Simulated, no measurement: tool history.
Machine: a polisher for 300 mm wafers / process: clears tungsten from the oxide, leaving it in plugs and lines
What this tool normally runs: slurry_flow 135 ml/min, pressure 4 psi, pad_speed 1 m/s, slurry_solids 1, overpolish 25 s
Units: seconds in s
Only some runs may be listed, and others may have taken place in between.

run   hour  slurry_flow  pressure  pad_speed  slurry_solids  overpolish  incoming thickness of the incoming film, nm  seconds
  1      0          135         4          1            1.2          25                                        289.9     73.9
  2   14.2          135         4          1              1          25                                        290.4     78.1
  3   21.2          135         4          1              1          25                                        296.6     79.4
  4   30.7          135         4          1              1          25                                        288.1     77.2
  5   41.5          135         4          1              1          25                                        291.2     80.6
  6   52.5          135         4          1              1          25                                        288.5     78.9
  7   67.7          135         4          1              1          25                                          286     81.9
  8   76.1          135         4          1              1          25                                        294.2     85.1
  9   92.4          135         4          1              1          25                                        289.9     87.5
      93.7  -- slurry tank refilled with fresh slurry and peroxide
 10  109.9          135         4          1              1          25                                        291.7     75.3
     112.4  -- slurry nozzle cleaned
     115.3  -- worn pad replaced by a new one
     115.3  -- slurry blender recalibrated
 11  117.4          135         4          1              1          25                                          289     73.5
 12  130.9          135         4          1              1          25                                        292.5     75.9
 13  145.2          135       5.3        1.1              1          35                                        292.8     57.1
 14  152.6          135       4.8          1              1          11                                        290.2     64.5
 15  168.6          135         4          1              1          25                                        293.6       78
 16    182          135         4          1              1          25                                          288     79.4
     184.1  -- head pressure recalibrated
 17  189.9          135         4          1              1          25                                        292.1     81.3
 18  196.2          135         4       0.74            0.8          25                                        288.6    102.3
 19  206.5          175         4       0.86              1          25                                        292.9     87.9
 20  222.7          155         4       0.76              1          25                                        284.4     96.8
 21  230.6          135         4          1              1          25                                        287.5     87.9
 22  239.6          135         4       0.74              1          10                                        283.9    100.8
     249.5  -- slurry tank refilled with fresh slurry and peroxide
 23  251.4          100         4       1.14              1          25                                        292.9     71.1
 24  263.2          135         4          1              1          25                                        292.6     75.2
     268.3  -- worn pad replaced by a new one
 25  269.4          175         4          1              1          25                                          287     68.8
 26  281.7          135       4.8        1.1              1          14                                        287.2     59.2

Branching from run 26: 5 alternative next runs. What would each branch give?
  A  282.1          135         4          1              1          25                                        293.6        ?
  B  282.1          135       4.6       1.22              1          25                                        293.6        ?
  C  282.1          115         4       0.66           1.25          25                                        293.6        ?
  D  282.1          165         4          1           1.25          25                                        293.6        ?
  E  282.1          135       4.9          1              1          31                                        293.6        ?

run  seconds
  A     74.3
  B       58
  C     91.4
  D     67.6
  E     62.1
What these runs would have given with no unlogged condition in the tool:
run  seconds
  A       72
  B     56.2
  C     88.6
  D     65.5
  E     60.1
